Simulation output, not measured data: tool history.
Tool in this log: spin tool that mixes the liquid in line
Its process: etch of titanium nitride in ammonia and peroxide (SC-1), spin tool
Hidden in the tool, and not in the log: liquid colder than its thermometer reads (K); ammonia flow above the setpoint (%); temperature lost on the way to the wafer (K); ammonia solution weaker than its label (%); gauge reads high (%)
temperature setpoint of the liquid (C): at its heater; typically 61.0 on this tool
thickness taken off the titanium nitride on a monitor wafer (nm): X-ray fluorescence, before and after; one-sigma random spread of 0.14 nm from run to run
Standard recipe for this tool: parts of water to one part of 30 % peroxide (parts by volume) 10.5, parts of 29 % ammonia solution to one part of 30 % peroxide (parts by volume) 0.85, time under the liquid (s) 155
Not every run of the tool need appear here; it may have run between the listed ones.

run,hour,temperature setpoint of the liquid (C),parts of water to one part of 30 % peroxide (parts by volume),parts of 29 % ammonia solution to one part of 30 % peroxide (parts by volume),time under the liquid (s),wafers since the last listed run,hours since the thermometer was replaced,hours since the ammonia flow meter was replaced,hours since the heated supply line was repaired,hours since the drum of ammonia solution was connected,hours since the gauge calibration,"read-back film thickness of the titanium nitride reference wafer, read on the same gauge (nm)",thickness taken off the titanium nitride on a monitor wafer (nm)
1,0.0,61.0,10.5,0.85,155,0,824.8,361.8,1818.4,644.3,215.2,149.98,14.79
2,14.0,61.0,10.5,0.85,155,155,838.8,375.8,1832.4,658.3,229.2,149.98,14.81
3,38.7,61.0,10.5,0.85,155,273,863.5,400.5,1857.1,683.0,253.9,150.07,15.01
4,66.0,61.0,10.5,0.85,155,302,890.8,427.8,1884.4,710.3,281.2,150.02,14.97
5,96.0,61.0,10.5,0.85,155,332,920.8,457.8,1914.4,740.3,311.2,150.01,14.75
# hour 125.9: ammonia flow meter replaced
# hour 126.2: gauge calibrated
6,126.4,61.0,10.5,0.85,155,325,951.2,0.5,1944.8,770.7,0.2,149.96,14.66
# hour 133.3: heated supply line repaired
# hour 140.8: thermometer replaced
7,161.0,61.0,10.5,0.60,155,361,20.2,35.1,27.7,805.3,34.8,149.98,11.81
# hour 178.2: heated supply line repaired, repeated, since the last time left the tool worse
# hour 184.7: new drum of ammonia solution connected
8,189.6,61.0,10.5,0.85,155,294,48.8,63.7,11.4,4.9,63.4,150.01,17.38
9,202.8,54.5,15.0,0.85,155,146,62.0,76.9,24.6,18.1,76.6,149.93,9.20
10,218.8,68.0,15.0,1.10,105,177,78.0,92.9,40.6,34.1,92.6,150.00,15.96
11,231.8,64.5,8.5,0.85,155,144,91.0,105.9,53.6,47.1,105.6,150.02,23.85
12,259.5,61.0,10.5,0.85,155,306,118.7,133.6,81.3,74.8,133.3,150.01,17.52
13,276.5,61.0,10.5,0.85,215,188,135.7,150.6,98.3,91.8,150.3,150.04,23.92
14,291.7,66.5,12.5,1.10,235,168,150.9,165.8,113.5,107.0,165.5,150.00,35.46

What if the next run were any one of these 3? Each begins from the tool's condition after run 14:
A,292.2,61.0,10.5,0.85,155,5,151.4,166.3,114.0,107.5,166.0,?,?
B,292.2,52.5,10.5,1.00,125,5,151.4,166.3,114.0,107.5,166.0,?,?
C,292.2,55.0,10.5,0.85,195,5,151.4,166.3,114.0,107.5,166.0,?,?

run,"read-back film thickness of the titanium nitride reference wafer, read on the same gauge (nm)",thickness taken off the titanium nitride on a monitor wafer (nm)
A,150.02,16.98
B,150.02,7.94
C,150.02,14.33
The same runs, with their run-to-run variation unchanged, on a tool lacking any hidden condition would have given:
run,thickness taken off the titanium nitride on a monitor wafer (nm)
A,17.41
B,8.16
C,14.71
